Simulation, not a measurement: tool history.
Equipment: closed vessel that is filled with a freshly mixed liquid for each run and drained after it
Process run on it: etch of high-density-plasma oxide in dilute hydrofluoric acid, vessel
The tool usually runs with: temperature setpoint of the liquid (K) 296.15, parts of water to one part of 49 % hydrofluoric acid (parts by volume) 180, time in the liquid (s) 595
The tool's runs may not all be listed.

run   hour  temperature setpoint of the liquid (K)  parts of water to one part of 49 % hydrofluoric acid (parts by volume)  time in the liquid (s)  read-back film thickness of the high-density-plasma oxide reference wafer, read on the same gauge (nm)  thickness taken off the high-density-plasma oxide on a monitor wafer (nm)
  1      0                                  299.65                                                                     180                     595                                                                                                  129.99                                                                      19.75
  2   59.8                                  299.65                                                                     180                     595                                                                                                     130                                                                      19.88
  3  126.5                                  296.15                                                                     180                     860                                                                                                     130                                                                      24.95
  4  188.6                                  296.15                                                                     180                     860                                                                                                  129.98                                                                      25.11
  5  223.5                                  296.15                                                                     180                     860                                                                                                  130.02                                                                      25.29
  6  287.7                                  296.15                                                                     160                     810                                                                                                  130.03                                                                      27.33
  7  357.9                                  296.15                                                                     160                     810                                                                                                  130.01                                                                      24.23
  8  422.3                                  296.15                                                                     210                     595                                                                                                     130                                                                      13.01
  9  448.7                                  300.65                                                                     180                     885                                                                                                  130.02                                                                      27.38
 10  499.3                                  300.15                                                                     180                     595                                                                                                     130                                                                      18.07
 11  549.7                                  296.15                                                                     180                     595                                                                                                  129.98                                                                      15.77
 12    595                                  292.65                                                                      95                     255                                                                                                  129.96                                                                       12.1
 13  625.9                                  298.15                                                                     180                     845                                                                                                     130                                                                      24.17
 14  658.7                                  292.15                                                                     180                     595                                                                                                  129.99                                                                      13.65
 15    711                                  296.15                                                                     180                     595                                                                                                  130.01                                                                      15.71
 16  749.1                                  298.15                                                                     110                     380                                                                                                  129.99                                                                      19.34

Withheld: 3 entries from between the runs. Position of each, and hidden state at the listed run before versus the listed run after:
After run 6, before run 7: hydrofluoric acid flow meter replaced (hour 351.6)
  hydrofluoric acid flow above the setpoint (%): 11.5 -> 0.346
  what was measured, less what the result would be without the hidden state, thickness taken off the high-density-plasma oxide on a monitor wafer (nm): +3.27 -> +0.1
After run 7, before run 8: gauge calibrated (hour 373.6)
  hydrofluoric acid flow above the setpoint (%): 0.346 -> 0.673
  what was measured, less what the result would be without the hidden state, thickness taken off the high-density-plasma oxide on a monitor wafer (nm): +0.1 -> +0.1
After run 11, before run 12: thermometer replaced (hour 576.6)
  hydrofluoric acid flow above the setpoint (%): 1.32 -> 1.55
  what was measured, less what the result would be without the hidden state, thickness taken off the high-density-plasma oxide on a monitor wafer (nm): +0.24 -> +0.2
